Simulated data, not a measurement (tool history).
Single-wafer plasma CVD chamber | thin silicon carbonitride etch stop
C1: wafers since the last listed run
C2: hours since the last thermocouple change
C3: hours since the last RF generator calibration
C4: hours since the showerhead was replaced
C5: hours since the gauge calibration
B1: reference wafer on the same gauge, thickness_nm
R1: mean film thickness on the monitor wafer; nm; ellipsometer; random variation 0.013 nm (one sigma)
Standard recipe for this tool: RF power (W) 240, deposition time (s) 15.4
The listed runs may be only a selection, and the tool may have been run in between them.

{"run": 1, "hour": 0.0, "RF power (W)": 240, "deposition time (s)": 15.4, "C1": 0, "C2": 1412, "C3": 1746.8, "C4": 6637.7, "C5": 63.9, "B1": 7.749, "R1": 8.411}
{"run": 2, "hour": 14.0, "RF power (W)": 215, "deposition time (s)": 15.4, "C1": 575, "C2": 1426, "C3": 1760.8, "C4": 6651.7, "C5": 77.9, "B1": 7.75, "R1": 8.257}
{"run": 3, "hour": 21.0, "RF power (W)": 215, "deposition time (s)": 15.4, "C1": 287, "C2": 1433, "C3": 1767.8, "C4": 6658.7, "C5": 84.9, "B1": 7.749, "R1": 8.228}
{"run": 4, "hour": 31.2, "RF power (W)": 230, "deposition time (s)": 17.8, "C1": 419, "C2": 1443.2, "C3": 1778, "C4": 6668.9, "C5": 95.1, "B1": 7.75, "R1": 9.644}
{"run": 5, "hour": 44.7, "RF power (W)": 240, "deposition time (s)": 15.4, "C1": 555, "C2": 1456.7, "C3": 1791.5, "C4": 6682.4, "C5": 108.6, "B1": 7.75, "R1": 8.419}
{"run": 6, "hour": 54.8, "RF power (W)": 240, "deposition time (s)": 15.4, "C1": 415, "C2": 1466.8, "C3": 1801.6, "C4": 6692.5, "C5": 118.7, "B1": 7.749, "R1": 8.419}
{"run": 7, "hour": 64.8, "RF power (W)": 240, "deposition time (s)": 15.4, "C1": 411, "C2": 1476.8, "C3": 1811.6, "C4": 6702.5, "C5": 128.7, "B1": 7.749, "R1": 8.421}
{"run": 8, "hour": 82.4, "RF power (W)": 240, "deposition time (s)": 15.4, "C1": 723, "C2": 1494.4, "C3": 1829.2, "C4": 6720.1, "C5": 146.3, "B1": 7.75, "R1": 8.425}
{"hour": 98.2, "done": "showerhead replaced"}
{"run": 9, "hour": 98.7, "RF power (W)": 240, "deposition time (s)": 15.4, "C1": 341, "C2": 1510.7, "C3": 1845.5, "C4": 0.5, "C5": 162.6, "B1": 7.751, "R1": 8.402}
{"run": 10, "hour": 101.1, "RF power (W)": 240, "deposition time (s)": 15.4, "C1": 98, "C2": 1513.1, "C3": 1847.9, "C4": 2.9, "C5": 165, "B1": 7.753, "R1": 8.421}
{"run": 11, "hour": 108.1, "RF power (W)": 280, "deposition time (s)": 15.4, "C1": 287, "C2": 1520.1, "C3": 1854.9, "C4": 9.9, "C5": 172, "B1": 7.75, "R1": 8.672}
{"run": 12, "hour": 126.1, "RF power (W)": 240, "deposition time (s)": 15.4, "C1": 740, "C2": 1538.1, "C3": 1872.9, "C4": 27.9, "C5": 190, "B1": 7.751, "R1": 8.404}
{"run": 13, "hour": 137.7, "RF power (W)": 265, "deposition time (s)": 13.2, "C1": 477, "C2": 1549.7, "C3": 1884.5, "C4": 39.5, "C5": 201.6, "B1": 7.75, "R1": 7.359}
{"run": 14, "hour": 153.1, "RF power (W)": 240, "deposition time (s)": 15.4, "C1": 633, "C2": 1565.1, "C3": 1899.9, "C4": 54.9, "C5": 217, "B1": 7.75, "R1": 8.397}
{"hour": 167.0, "done": "RF generator calibrated"}
{"run": 15, "hour": 168.7, "RF power (W)": 200, "deposition time (s)": 12.9, "C1": 312, "C2": 1580.7, "C3": 1.7, "C4": 70.5, "C5": 232.6, "B1": 7.751, "R1": 6.802}
{"hour": 178.8, "done": "thermocouple changed; heater temperature recalibrated"}
{"run": 16, "hour": 179.3, "RF power (W)": 255, "deposition time (s)": 16.2, "C1": 106, "C2": 0.5, "C3": 12.3, "C4": 81.1, "C5": 243.2, "B1": 7.75, "R1": 8.961}
{"hour": 179.9, "done": "gauge calibrated"}
{"run": 17, "hour": 191.1, "RF power (W)": 200, "deposition time (s)": 14.2, "C1": 485, "C2": 12.3, "C3": 24.1, "C4": 92.9, "C5": 11.2, "B1": 7.751, "R1": 7.481}
{"run": 18, "hour": 199.0, "RF power (W)": 215, "deposition time (s)": 15.4, "C1": 324, "C2": 20.2, "C3": 32, "C4": 100.8, "C5": 19.1, "B1": 7.749, "R1": 8.23}
{"run": 19, "hour": 209.1, "RF power (W)": 240, "deposition time (s)": 12.6, "C1": 415, "C2": 30.3, "C3": 42.1, "C4": 110.9, "C5": 29.2, "B1": 7.751, "R1": 6.893}
{"run": 20, "hour": 222.0, "RF power (W)": 215, "deposition time (s)": 13.6, "C1": 530, "C2": 43.2, "C3": 55, "C4": 123.8, "C5": 42.1, "B1": 7.749, "R1": 7.279}
{"run": 21, "hour": 233.5, "RF power (W)": 285, "deposition time (s)": 16.6, "C1": 473, "C2": 54.7, "C3": 66.5, "C4": 135.3, "C5": 53.6, "B1": 7.751, "R1": 9.406}
{"run": 22, "hour": 241.0, "RF power (W)": 225, "deposition time (s)": 16.6, "C1": 308, "C2": 62.2, "C3": 74, "C4": 142.8, "C5": 61.1, "B1": 7.749, "R1": 8.933}
{"run": 23, "hour": 253.6, "RF power (W)": 240, "deposition time (s)": 15.4, "C1": 518, "C2": 74.8, "C3": 86.6, "C4": 155.4, "C5": 73.7, "B1": 7.751, "R1": 8.403}

5 options for the next run, each taken on its own from the tool as it stands now. Forecast them:
{"run": "A", "hour": 254.0, "RF power (W)": 240, "deposition time (s)": 17.8, "C1": 16, "C2": 75.2, "C3": 87, "C4": 155.8, "C5": 74.1, "B1": "?", "R1": "?"}
{"run": "B", "hour": 254.0, "RF power (W)": 240, "deposition time (s)": 12.3, "C1": 16, "C2": 75.2, "C3": 87, "C4": 155.8, "C5": 74.1, "B1": "?", "R1": "?"}
{"run": "C", "hour": 254.0, "RF power (W)": 260, "deposition time (s)": 17.6, "C1": 16, "C2": 75.2, "C3": 87, "C4": 155.8, "C5": 74.1, "B1": "?", "R1": "?"}
{"run": "D", "hour": 254.0, "RF power (W)": 215, "deposition time (s)": 13.4, "C1": 16, "C2": 75.2, "C3": 87, "C4": 155.8, "C5": 74.1, "B1": "?", "R1": "?"}
{"run": "E", "hour": 254.0, "RF power (W)": 285, "deposition time (s)": 12.6, "C1": 16, "C2": 75.2, "C3": 87, "C4": 155.8, "C5": 74.1, "B1": "?", "R1": "?"}

run=A B1=7.75 R1=9.695
run=B B1=7.75 R1=6.699
run=C B1=7.75 R1=9.741
run=D B1=7.75 R1=7.144
run=E B1=7.75 R1=7.107
Without the tool's unlogged condition, the same runs would have read:
run=A R1=9.695
run=B R1=6.699
run=C R1=9.741
run=D R1=7.144
run=E R1=7.107
